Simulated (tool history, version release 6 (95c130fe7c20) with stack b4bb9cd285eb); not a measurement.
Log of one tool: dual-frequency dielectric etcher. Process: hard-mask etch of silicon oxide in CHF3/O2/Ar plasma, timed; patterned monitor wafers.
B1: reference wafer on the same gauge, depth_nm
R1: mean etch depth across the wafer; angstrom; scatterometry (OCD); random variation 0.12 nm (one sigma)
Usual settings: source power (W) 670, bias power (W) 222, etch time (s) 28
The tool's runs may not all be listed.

run 1 hour=0 | source_power_(W)=730 bias_power_(W)=222 etch_time_(s)=28 | B1=56.5 | R1=596
run 2 hour=34.1 | source_power_(W)=730 bias_power_(W)=222 etch_time_(s)=28 | B1=56.5 | R1=593
run 3 hour=95.2 | source_power_(W)=730 bias_power_(W)=222 etch_time_(s)=28 | B1=56.5 | R1=593
run 4 hour=123 | source_power_(W)=670 bias_power_(W)=222 etch_time_(s)=28 | B1=56.5 | R1=577
run 5 hour=152.7 | source_power_(W)=670 bias_power_(W)=222 etch_time_(s)=28 | B1=56.5 | R1=577
run 6 hour=214.2 | source_power_(W)=670 bias_power_(W)=222 etch_time_(s)=28 | B1=56.6 | R1=573
run 7 hour=244.4 | source_power_(W)=670 bias_power_(W)=222 etch_time_(s)=28 | B1=56.5 | R1=570
run 8 hour=273.3 | source_power_(W)=670 bias_power_(W)=222 etch_time_(s)=28 | B1=56.5 | R1=571
run 9 hour=322.4 | source_power_(W)=670 bias_power_(W)=222 etch_time_(s)=28 | B1=56.5 | R1=568
-- hour=430.9 gauge calibrated
-- hour=437.8 wet clean of the chamber
-- hour=469.2 bias power generator calibrated
run 10 hour=479 | source_power_(W)=670 bias_power_(W)=222 etch_time_(s)=28 | B1=56.5 | R1=579
run 11 hour=547.3 | source_power_(W)=670 bias_power_(W)=222 etch_time_(s)=28 | B1=56.5 | R1=576
-- hour=570 source power generator calibrated
run 12 hour=608.4 | source_power_(W)=670 bias_power_(W)=222 etch_time_(s)=28 | B1=56.5 | R1=573
run 13 hour=638.5 | source_power_(W)=670 bias_power_(W)=222 etch_time_(s)=25.5 | B1=56.5 | R1=520
run 14 hour=672.8 | source_power_(W)=770 bias_power_(W)=199 etch_time_(s)=23.5 | B1=56.5 | R1=479
-- hour=858.2 upper electrode replaced
run 15 hour=884.5 | source_power_(W)=670 bias_power_(W)=222 etch_time_(s)=28 | B1=56.5 | R1=564
run 16 hour=914.9 | source_power_(W)=670 bias_power_(W)=222 etch_time_(s)=28 | B1=56.5 | R1=563

The next listed run, before its measurement:
-- hour=975.6 wet clean of the chamber
run 17 hour=976.1 | source_power_(W)=620 bias_power_(W)=247 etch_time_(s)=32 | B1=? | R1=?

B1: 56.5
R1: 683 angstrom
Without the tool's hidden state the same run would have given R1 679 angstrom.

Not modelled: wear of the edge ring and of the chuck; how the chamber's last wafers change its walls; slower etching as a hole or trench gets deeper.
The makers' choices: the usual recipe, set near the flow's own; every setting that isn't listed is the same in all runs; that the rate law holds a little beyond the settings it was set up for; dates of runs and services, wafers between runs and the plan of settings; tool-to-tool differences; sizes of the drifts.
